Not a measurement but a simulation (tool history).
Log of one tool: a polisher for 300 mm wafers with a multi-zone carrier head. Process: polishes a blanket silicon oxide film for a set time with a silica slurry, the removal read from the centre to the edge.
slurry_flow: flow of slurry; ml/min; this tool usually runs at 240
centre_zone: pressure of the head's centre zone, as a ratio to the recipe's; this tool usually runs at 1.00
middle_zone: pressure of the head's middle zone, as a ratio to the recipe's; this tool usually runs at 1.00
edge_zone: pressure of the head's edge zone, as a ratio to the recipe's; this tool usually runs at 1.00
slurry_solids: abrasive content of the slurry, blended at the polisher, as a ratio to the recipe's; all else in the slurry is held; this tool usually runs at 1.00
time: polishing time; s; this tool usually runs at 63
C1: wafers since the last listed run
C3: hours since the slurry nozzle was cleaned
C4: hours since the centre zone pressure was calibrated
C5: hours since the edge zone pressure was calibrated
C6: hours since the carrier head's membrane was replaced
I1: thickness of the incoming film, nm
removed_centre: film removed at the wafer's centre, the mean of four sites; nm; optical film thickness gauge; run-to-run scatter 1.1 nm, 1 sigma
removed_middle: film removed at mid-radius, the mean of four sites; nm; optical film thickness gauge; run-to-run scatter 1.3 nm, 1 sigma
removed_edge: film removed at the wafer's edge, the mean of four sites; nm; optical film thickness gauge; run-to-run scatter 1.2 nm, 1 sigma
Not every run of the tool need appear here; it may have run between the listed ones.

run 1 hour=0.0 | slurry_flow=240 centre_zone=1.00 middle_zone=1.00 edge_zone=1.00 slurry_solids=1.00 time=63 | C1=0 wafers_polished_on_this_pad=2582 C3=24.6 C4=770.5 C5=133.5 C6=363.4 | I1=1712.8 | removed_centre=158.5 removed_middle=156.9 removed_edge=162.9
run 2 hour=33.9 | slurry_flow=240 centre_zone=1.00 middle_zone=1.00 edge_zone=1.00 slurry_solids=1.00 time=59 | C1=457 wafers_polished_on_this_pad=3039 C3=58.5 C4=804.4 C5=167.4 C6=397.3 | I1=1746.5 | removed_centre=147.6 removed_middle=144.9 removed_edge=150.1
-- hour=49.6 worn pad replaced by a new one
run 3 hour=66.9 | slurry_flow=240 centre_zone=1.00 middle_zone=1.00 edge_zone=1.00 slurry_solids=1.10 time=63 | C1=391 wafers_polished_on_this_pad=232 C3=91.5 C4=837.4 C5=200.4 C6=430.3 | I1=1724.0 | removed_centre=164.1 removed_middle=159.3 removed_edge=166.0
run 4 hour=137.6 | slurry_flow=240 centre_zone=1.00 middle_zone=1.00 edge_zone=1.00 slurry_solids=1.10 time=63 | C1=953 wafers_polished_on_this_pad=1186 C3=162.2 C4=908.1 C5=271.1 C6=501.0 | I1=1714.0 | removed_centre=161.5 removed_middle=159.7 removed_edge=170.2
run 5 hour=174.6 | slurry_flow=240 centre_zone=1.00 middle_zone=1.00 edge_zone=1.00 slurry_solids=1.10 time=63 | C1=498 wafers_polished_on_this_pad=1685 C3=199.2 C4=945.1 C5=308.1 C6=538.0 | I1=1741.7 | removed_centre=162.7 removed_middle=161.0 removed_edge=166.5
run 6 hour=238.1 | slurry_flow=240 centre_zone=0.96 middle_zone=1.00 edge_zone=1.00 slurry_solids=1.00 time=63 | C1=856 wafers_polished_on_this_pad=2541 C3=262.7 C4=1008.6 C5=371.6 C6=601.5 | I1=1727.5 | removed_centre=149.8 removed_middle=153.9 removed_edge=163.4
-- hour=265.8 worn pad replaced by a new one
run 7 hour=284.0 | slurry_flow=240 centre_zone=1.00 middle_zone=1.00 edge_zone=1.00 slurry_solids=1.00 time=63 | C1=564 wafers_polished_on_this_pad=245 C3=308.6 C4=1054.5 C5=417.5 C6=647.4 | I1=1748.1 | removed_centre=155.9 removed_middle=154.3 removed_edge=159.5
run 8 hour=353.4 | slurry_flow=240 centre_zone=1.00 middle_zone=1.00 edge_zone=1.00 slurry_solids=1.00 time=63 | C1=935 wafers_polished_on_this_pad=1180 C3=378.0 C4=1123.9 C5=486.9 C6=716.8 | I1=1736.9 | removed_centre=155.9 removed_middle=153.6 removed_edge=159.2
run 9 hour=383.3 | slurry_flow=240 centre_zone=1.00 middle_zone=1.00 edge_zone=1.00 slurry_solids=1.00 time=63 | C1=403 wafers_polished_on_this_pad=1584 C3=407.9 C4=1153.8 C5=516.8 C6=746.7 | I1=1732.9 | removed_centre=154.0 removed_middle=152.7 removed_edge=161.9
-- hour=405.6 centre zone pressure recalibrated
run 10 hour=443.1 | slurry_flow=240 centre_zone=1.00 middle_zone=1.00 edge_zone=1.00 slurry_solids=1.00 time=63 | C1=779 wafers_polished_on_this_pad=2363 C3=467.7 C4=37.5 C5=576.6 C6=806.5 | I1=1717.6 | removed_centre=153.3 removed_middle=152.0 removed_edge=157.4
run 11 hour=474.9 | slurry_flow=240 centre_zone=1.05 middle_zone=1.09 edge_zone=1.00 slurry_solids=1.10 time=63 | C1=428 wafers_polished_on_this_pad=2792 C3=499.5 C4=69.3 C5=608.4 C6=838.3 | I1=1758.8 | removed_centre=167.7 removed_middle=165.9 removed_edge=163.1
-- hour=481.7 slurry nozzle cleaned
-- hour=522.4 worn pad replaced by a new one
run 12 hour=544.1 | slurry_flow=285 centre_zone=1.00 middle_zone=1.00 edge_zone=1.00 slurry_solids=1.00 time=63 | C1=865 wafers_polished_on_this_pad=292 C3=62.4 C4=138.5 C5=677.6 C6=907.5 | I1=1743.9 | removed_centre=161.5 removed_middle=161.4 removed_edge=166.7
run 13 hour=591.4 | slurry_flow=210 centre_zone=1.00 middle_zone=1.00 edge_zone=1.00 slurry_solids=1.00 time=63 | C1=637 wafers_polished_on_this_pad=930 C3=109.7 C4=185.8 C5=724.9 C6=954.8 | I1=1752.7 | removed_centre=153.2 removed_middle=154.3 removed_edge=162.0
run 14 hour=636.7 | slurry_flow=240 centre_zone=0.95 middle_zone=1.00 edge_zone=0.93 slurry_solids=1.20 time=42 | C1=610 wafers_polished_on_this_pad=1541 C3=155.0 C4=231.1 C5=770.2 C6=1000.1 | I1=1739.0 | removed_centre=105.7 removed_middle=109.4 removed_edge=111.4
-- hour=644.2 carrier head's membrane replaced by a new one
-- hour=767.0 worn pad replaced by a new one
run 15 hour=800.1 | slurry_flow=240 centre_zone=0.96 middle_zone=1.00 edge_zone=1.00 slurry_solids=1.00 time=63 | C1=2081 wafers_polished_on_this_pad=445 C3=318.4 C4=394.5 C5=933.6 C6=155.9 | I1=1738.2 | removed_centre=148.3 removed_middle=151.5 removed_edge=162.4
run 16 hour=835.9 | slurry_flow=240 centre_zone=1.00 middle_zone=1.00 edge_zone=0.90 slurry_solids=0.85 time=54 | C1=482 wafers_polished_on_this_pad=928 C3=354.2 C4=430.3 C5=969.4 C6=191.7 | I1=1727.2 | removed_centre=124.5 removed_middle=123.3 removed_edge=125.4
-- hour=838.1 edge zone pressure recalibrated
-- hour=898.9 slurry nozzle cleaned
run 17 hour=902.1 | slurry_flow=160 centre_zone=1.00 middle_zone=0.88 edge_zone=1.00 slurry_solids=1.00 time=70 | C1=852 wafers_polished_on_this_pad=1780 C3=3.2 C4=496.5 C5=64.0 C6=257.9 | I1=1775.1 | removed_centre=167.9 removed_middle=150.9 removed_edge=178.3
run 18 hour=970.8 | slurry_flow=240 centre_zone=0.95 middle_zone=1.09 edge_zone=1.00 slurry_solids=1.15 time=81 | C1=926 wafers_polished_on_this_pad=2707 C3=71.9 C4=565.2 C5=132.7 C6=326.6 | I1=1718.7 | removed_centre=204.8 removed_middle=225.5 removed_edge=217.3
-- hour=1002.6 worn pad replaced by a new one
run 19 hour=1019.6 | slurry_flow=240 centre_zone=1.00 middle_zone=1.00 edge_zone=1.00 slurry_solids=1.00 time=63 | C1=604 wafers_polished_on_this_pad=229 C3=120.7 C4=614.0 C5=181.5 C6=375.4 | I1=1741.7 | removed_centre=158.4 removed_middle=154.3 removed_edge=162.8
run 20 hour=1080.5 | slurry_flow=240 centre_zone=1.00 middle_zone=0.96 edge_zone=1.00 slurry_solids=0.90 time=41 | C1=821 wafers_polished_on_this_pad=1051 C3=181.6 C4=674.9 C5=242.4 C6=436.3 | I1=1769.7 | removed_centre=99.8 removed_middle=93.1 removed_edge=102.2
run 21 hour=1144.7 | slurry_flow=190 centre_zone=1.00 middle_zone=1.00 edge_zone=1.00 slurry_solids=1.00 time=63 | C1=865 wafers_polished_on_this_pad=1916 C3=245.8 C4=739.1 C5=306.6 C6=500.5 | I1=1761.0 | removed_centre=151.0 removed_middle=150.2 removed_edge=158.1

What was the tool's hidden state at every run in the log?
removal rate lost through wear of the pad, %: 0, the same for each run
deviation of the centre zone's pressure from its setpoint, %: 0, the same for each run
deviation of the edge zone's pressure from its setpoint, %: 0, the same for each run
H1: slurry flow missing at the pad, %
run=1 H1=3.98
run=2 H1=5.87
run=3 H1=7.72
run=4 H1=11.7
run=5 H1=13.7
run=6 H1=17.3
run=7 H1=19.9
run=8 H1=23.8
run=9 H1=25.4
run=10 H1=28.8
run=11 H1=30.6
run=12 H1=7.39
run=13 H1=10
run=14 H1=12.6
run=15 H1=21.7
run=16 H1=23.7
run=17 H1=4.29
run=18 H1=8.14
run=19 H1=10.9
run=20 H1=14.3
run=21 H1=17.9
